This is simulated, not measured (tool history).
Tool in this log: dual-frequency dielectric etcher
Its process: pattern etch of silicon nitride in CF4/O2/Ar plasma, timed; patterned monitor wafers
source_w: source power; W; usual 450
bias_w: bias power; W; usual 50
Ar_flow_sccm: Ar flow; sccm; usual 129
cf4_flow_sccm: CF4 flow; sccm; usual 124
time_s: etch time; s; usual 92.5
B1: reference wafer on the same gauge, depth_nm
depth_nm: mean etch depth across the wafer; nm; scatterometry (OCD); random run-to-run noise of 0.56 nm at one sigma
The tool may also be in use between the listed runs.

Run 1, hour 0.0: usual settings but cf4_flow_sccm 113 sccm; B1 174.9. Result: depth_nm 168.3 nm.
Run 2, hour 18.7: usual settings but cf4_flow_sccm 113 sccm; B1 175.1. Result: depth_nm 168.9 nm.
At hour 34.8: gauge calibrated.
Run 3, hour 95.3: usual settings but source_w 380 W, bias_w 54 W, cf4_flow_sccm 107 sccm, time_s 70.5 s; B1 175.1. Result: depth_nm 110.3 nm.
Run 4, hour 122.6: usual settings but source_w 490 W, Ar_flow_sccm 142 sccm; B1 174.9. Result: depth_nm 185.5 nm.
Run 5, hour 137.6: usual settings but source_w 520 W, bias_w 62 W; B1 175.0. Result: depth_nm 213.7 nm.
At hour 163.5: bias power generator calibrated.
Run 6, hour 164.2: usual settings; B1 175.1. Result: depth_nm 170.9 nm.
Run 7, hour 240.4: usual settings; B1 174.9. Result: depth_nm 170.5 nm.
At hour 277.2: wet clean of the chamber.
Run 8, hour 277.7: usual settings; B1 174.9. Result: depth_nm 171.2 nm.
Run 9, hour 278.1: usual settings; B1 175.0. Result: depth_nm 171.6 nm.
Run 10, hour 297.7: usual settings but cf4_flow_sccm 144 sccm; B1 174.9. Result: depth_nm 176.8 nm.
Run 11, hour 319.5: usual settings; B1 175.1. Result: depth_nm 171.7 nm.
At hour 355.3: source power generator calibrated.
At hour 361.1: upper electrode replaced.
At hour 383.9: CF4 flow controller replaced.
Run 12, hour 401.2: usual settings but source_w 540 W, bias_w 54 W, Ar_flow_sccm 114 sccm, cf4_flow_sccm 106 sccm; B1 175.0. Result: depth_nm 199.2 nm.
Run 13, hour 435.7: usual settings; B1 175.0. Result: depth_nm 164.1 nm.
Run 14, hour 465.2: usual settings; B1 175.0. Result: depth_nm 164.5 nm.
Run 15, hour 483.9: usual settings; B1 175.0. Result: depth_nm 165.0 nm.
Run 16, hour 518.5: usual settings but cf4_flow_sccm 155 sccm, time_s 68.5 s; B1 175.0. Result: depth_nm 126.6 nm.
Run 17, hour 542.7: usual settings but bias_w 43 W, Ar_flow_sccm 141 sccm, cf4_flow_sccm 133 sccm, time_s 71.5 s; B1 174.9. Result: depth_nm 122.0 nm.
Run 18, hour 559.3: usual settings but bias_w 44 W, Ar_flow_sccm 138 sccm, time_s 114.5 s; B1 175.0. Result: depth_nm 194.6 nm.
Run 19, hour 587.5: usual settings but source_w 400 W, bias_w 47 W, Ar_flow_sccm 139 sccm, time_s 111.5 s; B1 175.0. Result: depth_nm 172.4 nm.
Run 20, hour 621.7: usual settings but source_w 490 W, cf4_flow_sccm 94 sccm; B1 174.9. Result: depth_nm 169.4 nm.

For each run, what was the tool's unlogged condition?
etch rate over this chamber's usual, %: 0 across all the runs
bias power that arrives over what is set, %: 0 across all the runs
Ar flow that arrives over what is set, %: 0 across all the runs
CF4 flow that arrives over what is set, %: 0 across all the runs
gauge reads high (%): 0 across all the runs
H1: source power that arrives over what is set, %
run     H1
  1   4.62
  2   4.62
  3   4.64
  4   4.64
  5   4.64
  6   4.65
  7   4.66
  8   4.67
  9   4.67
 10   4.67
 11   4.68
 12  0.296
 13  0.414
 14  0.512
 15  0.574
 16  0.685
 17  0.762
 18  0.814
 19    0.9
 20      1
